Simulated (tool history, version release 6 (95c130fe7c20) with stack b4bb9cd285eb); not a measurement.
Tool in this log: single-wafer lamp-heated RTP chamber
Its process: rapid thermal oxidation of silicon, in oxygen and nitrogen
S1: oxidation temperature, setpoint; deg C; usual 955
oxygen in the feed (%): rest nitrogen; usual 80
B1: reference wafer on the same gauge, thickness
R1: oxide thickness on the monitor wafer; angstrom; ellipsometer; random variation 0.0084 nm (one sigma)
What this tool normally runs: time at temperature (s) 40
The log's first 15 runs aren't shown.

{"run": 16, "day": 14.058, "S1": 964, "time at temperature (s)": 40, "oxygen in the feed (%)": 80, "B1": 3.519, "R1": 34.13}
{"run": 17, "day": 15.525, "S1": 945, "time at temperature (s)": 47, "oxygen in the feed (%)": 71, "B1": 3.514, "R1": 31.02}
{"run": 18, "day": 16.079, "S1": 981, "time at temperature (s)": 29, "oxygen in the feed (%)": 59, "B1": 3.513, "R1": 30.97}
{"run": 19, "day": 17.508, "S1": 937, "time at temperature (s)": 46, "oxygen in the feed (%)": 80, "B1": 3.501, "R1": 30.21}
{"day": 18.129, "done": "pyrometer window cleaned and pyrometer calibrated"}
{"run": 20, "day": 18.15, "S1": 941, "time at temperature (s)": 40, "oxygen in the feed (%)": 80, "B1": 3.505, "R1": 29.55}
{"day": 19.708, "done": "oxygen flow controller replaced"}
{"run": 21, "day": 19.729, "S1": 963, "time at temperature (s)": 40, "oxygen in the feed (%)": 80, "B1": 3.496, "R1": 33.72}
{"run": 22, "day": 20.704, "S1": 975, "time at temperature (s)": 40, "oxygen in the feed (%)": 80, "B1": 3.494, "R1": 36.29}
{"run": 23, "day": 22.008, "S1": 955, "time at temperature (s)": 47, "oxygen in the feed (%)": 80, "B1": 3.493, "R1": 33.87}
{"run": 24, "day": 22.75, "S1": 930, "time at temperature (s)": 60, "oxygen in the feed (%)": 98, "B1": 3.491, "R1": 33.45}
{"run": 25, "day": 23.904, "S1": 955, "time at temperature (s)": 40, "oxygen in the feed (%)": 80, "B1": 3.484, "R1": 31.92}
{"run": 26, "day": 24.967, "S1": 955, "time at temperature (s)": 40, "oxygen in the feed (%)": 80, "B1": 3.48, "R1": 31.88}
{"run": 27, "day": 25.996, "S1": 969, "time at temperature (s)": 21, "oxygen in the feed (%)": 88, "B1": 3.485, "R1": 28.52}
{"run": 28, "day": 30.396, "S1": 955, "time at temperature (s)": 40, "oxygen in the feed (%)": 80, "B1": 3.476, "R1": 31.67}
{"day": 31.571, "done": "pyrometer window cleaned and pyrometer calibrated"}
{"run": 29, "day": 31.592, "S1": 983, "time at temperature (s)": 34, "oxygen in the feed (%)": 88, "B1": 3.475, "R1": 36.77}
{"run": 30, "day": 32.504, "S1": 982, "time at temperature (s)": 23, "oxygen in the feed (%)": 98, "B1": 3.471, "R1": 32.57}
{"run": 31, "day": 33.021, "S1": 955, "time at temperature (s)": 34, "oxygen in the feed (%)": 80, "B1": 3.473, "R1": 30.19}

Here are 4 independent what-if runs from the current tool condition. What would each one return?
{"run": "A", "day": 33.038, "S1": 955, "time at temperature (s)": 33, "oxygen in the feed (%)": 80, "B1": "?", "R1": "?"}
{"run": "B", "day": 33.038, "S1": 935, "time at temperature (s)": 40, "oxygen in the feed (%)": 80, "B1": "?", "R1": "?"}
{"run": "C", "day": 33.038, "S1": 972, "time at temperature (s)": 40, "oxygen in the feed (%)": 98, "B1": "?", "R1": "?"}
{"run": "D", "day": 33.038, "S1": 976, "time at temperature (s)": 49, "oxygen in the feed (%)": 65, "B1": "?", "R1": "?"}

run=A B1=3.471 R1=29.72
run=B B1=3.471 R1=28.30
run=C B1=3.471 R1=37.68
run=D B1=3.471 R1=36.97
With no hidden state in the tool, these same runs would have given:
run=A R1=30.38
run=B R1=28.93
run=C R1=38.52
run=D R1=37.79
